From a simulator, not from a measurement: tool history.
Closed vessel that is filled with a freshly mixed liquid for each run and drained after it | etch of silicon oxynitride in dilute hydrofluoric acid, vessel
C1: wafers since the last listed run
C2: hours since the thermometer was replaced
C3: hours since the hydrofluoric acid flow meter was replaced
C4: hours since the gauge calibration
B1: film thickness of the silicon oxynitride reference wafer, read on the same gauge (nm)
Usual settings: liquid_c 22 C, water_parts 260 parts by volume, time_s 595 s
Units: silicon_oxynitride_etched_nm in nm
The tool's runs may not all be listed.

run 1 hour=0 | liquid_c=22 water_parts=260 time_s=595 | C1=0 C2=776.5 C3=380.9 C4=1176.2 | B1=56.38 | silicon_oxynitride_etched_nm=7.9
run 2 hour=62.9 | liquid_c=22 water_parts=260 time_s=595 | C1=2831 C2=839.4 C3=443.8 C4=1239.1 | B1=56.29 | silicon_oxynitride_etched_nm=8.08
run 3 hour=119.8 | liquid_c=22 water_parts=260 time_s=595 | C1=2561 C2=896.3 C3=500.7 C4=1296 | B1=56.23 | silicon_oxynitride_etched_nm=7.88
run 4 hour=195.6 | liquid_c=22 water_parts=260 time_s=595 | C1=3411 C2=972.1 C3=576.5 C4=1371.8 | B1=56.15 | silicon_oxynitride_etched_nm=7.96
run 5 hour=250.8 | liquid_c=22 water_parts=260 time_s=595 | C1=2484 C2=1027.3 C3=631.7 C4=1427 | B1=56.13 | silicon_oxynitride_etched_nm=8.02
run 6 hour=337.5 | liquid_c=22 water_parts=260 time_s=595 | C1=3902 C2=1114 C3=718.4 C4=1513.7 | B1=56.05 | silicon_oxynitride_etched_nm=7.99
run 7 hour=496.9 | liquid_c=22 water_parts=260 time_s=595 | C1=7174 C2=1273.4 C3=877.8 C4=1673.1 | B1=55.97 | silicon_oxynitride_etched_nm=7.85
run 8 hour=578.6 | liquid_c=22 water_parts=195 time_s=595 | C1=3677 C2=1355.1 C3=959.5 C4=1754.8 | B1=55.89 | silicon_oxynitride_etched_nm=11.04
run 9 hour=653.2 | liquid_c=22 water_parts=160 time_s=395 | C1=3357 C2=1429.7 C3=1034.1 C4=1829.4 | B1=55.88 | silicon_oxynitride_etched_nm=9.02
run 10 hour=732.5 | liquid_c=22 water_parts=160 time_s=395 | C1=3569 C2=1509 C3=1113.4 C4=1908.7 | B1=55.83 | silicon_oxynitride_etched_nm=9.05
run 11 hour=808.4 | liquid_c=22 water_parts=160 time_s=395 | C1=3416 C2=1584.9 C3=1189.3 C4=1984.6 | B1=55.8 | silicon_oxynitride_etched_nm=9.3
run 12 hour=872.2 | liquid_c=22 water_parts=260 time_s=595 | C1=2871 C2=1648.7 C3=1253.1 C4=2048.4 | B1=55.81 | silicon_oxynitride_etched_nm=7.96
run 13 hour=909.8 | liquid_c=22 water_parts=260 time_s=595 | C1=1692 C2=1686.3 C3=1290.7 C4=2086 | B1=55.79 | silicon_oxynitride_etched_nm=7.89
run 14 hour=1006.8 | liquid_c=22 water_parts=260 time_s=595 | C1=4365 C2=1783.3 C3=1387.7 C4=2183 | B1=55.77 | silicon_oxynitride_etched_nm=7.93
-- hour=1047.1 gauge calibrated
run 15 hour=1057.3 | liquid_c=22 water_parts=160 time_s=595 | C1=2273 C2=1833.8 C3=1438.2 C4=10.2 | B1=59.23 | silicon_oxynitride_etched_nm=14.62
-- hour=1152.8 thermometer replaced
run 16 hour=1286.4 | liquid_c=24.5 water_parts=310 time_s=735 | C1=10266 C2=133.6 C3=1667.3 C4=239.3 | B1=57.86 | silicon_oxynitride_etched_nm=9.23
run 17 hour=1381.1 | liquid_c=24 water_parts=300 time_s=685 | C1=4262 C2=228.3 C3=1762 C4=334 | B1=57.44 | silicon_oxynitride_etched_nm=8.58
-- hour=1387.2 hydrofluoric acid flow meter replaced
run 18 hour=1446.5 | liquid_c=22 water_parts=260 time_s=595 | C1=2898 C2=293.7 C3=59.3 C4=399.4 | B1=57.18 | silicon_oxynitride_etched_nm=8.08
run 19 hour=1483.2 | liquid_c=25 water_parts=260 time_s=595 | C1=1651 C2=330.4 C3=96 C4=436.1 | B1=56.99 | silicon_oxynitride_etched_nm=9.2
run 20 hour=1564.4 | liquid_c=22 water_parts=385 time_s=595 | C1=3654 C2=411.6 C3=177.2 C4=517.3 | B1=56.74 | silicon_oxynitride_etched_nm=4.99
run 21 hour=1656.9 | liquid_c=22 water_parts=260 time_s=595 | C1=4163 C2=504.1 C3=269.7 C4=609.8 | B1=56.47 | silicon_oxynitride_etched_nm=7.99
run 22 hour=1703.6 | liquid_c=19 water_parts=315 time_s=595 | C1=2101 C2=550.8 C3=316.4 C4=656.5 | B1=56.36 | silicon_oxynitride_etched_nm=5.56
run 23 hour=1779.8 | liquid_c=19 water_parts=260 time_s=595 | C1=3429 C2=627 C3=392.6 C4=732.7 | B1=56.17 | silicon_oxynitride_etched_nm=6.96
run 24 hour=1818.5 | liquid_c=26.5 water_parts=260 time_s=340 | C1=1741 C2=665.7 C3=431.3 C4=771.4 | B1=56.07 | silicon_oxynitride_etched_nm=5.44
run 25 hour=1908.1 | liquid_c=22 water_parts=260 time_s=595 | C1=4032 C2=755.3 C3=520.9 C4=861 | B1=55.9 | silicon_oxynitride_etched_nm=7.87
run 26 hour=1982.7 | liquid_c=23.5 water_parts=220 time_s=595 | C1=3357 C2=829.9 C3=595.5 C4=935.6 | B1=55.73 | silicon_oxynitride_etched_nm=10.25
run 27 hour=2028.1 | liquid_c=18.5 water_parts=340 time_s=320 | C1=2043 C2=875.3 C3=640.9 C4=981 | B1=55.66 | silicon_oxynitride_etched_nm=2.61
run 28 hour=2133.5 | liquid_c=23.5 water_parts=325 time_s=475 | C1=4744 C2=980.7 C3=746.3 C4=1086.4 | B1=55.53 | silicon_oxynitride_etched_nm=5.12
run 29 hour=2226.3 | liquid_c=17.5 water_parts=190 time_s=595 | C1=4176 C2=1073.5 C3=839.1 C4=1179.2 | B1=55.41 | silicon_oxynitride_etched_nm=9.1

Forecast each of these 3 alternatives for the next run:
run A hour=2227.1 | liquid_c=22 water_parts=260 time_s=595 | C1=36 C2=1074.3 C3=839.9 C4=1180 | B1=? | silicon_oxynitride_etched_nm=?
run B hour=2227.1 | liquid_c=27 water_parts=320 time_s=805 | C1=36 C2=1074.3 C3=839.9 C4=1180 | B1=? | silicon_oxynitride_etched_nm=?
run C hour=2227.1 | liquid_c=23.5 water_parts=360 time_s=855 | C1=36 C2=1074.3 C3=839.9 C4=1180 | B1=? | silicon_oxynitride_etched_nm=?

run=A B1=55.4 silicon_oxynitride_etched_nm=7.88
run=B B1=55.4 silicon_oxynitride_etched_nm=10.26
run=C B1=55.4 silicon_oxynitride_etched_nm=8.17
Without the tool's hidden state the same runs would have given:
run=A silicon_oxynitride_etched_nm=8.53
run=B silicon_oxynitride_etched_nm=11.12
run=C silicon_oxynitride_etched_nm=8.85

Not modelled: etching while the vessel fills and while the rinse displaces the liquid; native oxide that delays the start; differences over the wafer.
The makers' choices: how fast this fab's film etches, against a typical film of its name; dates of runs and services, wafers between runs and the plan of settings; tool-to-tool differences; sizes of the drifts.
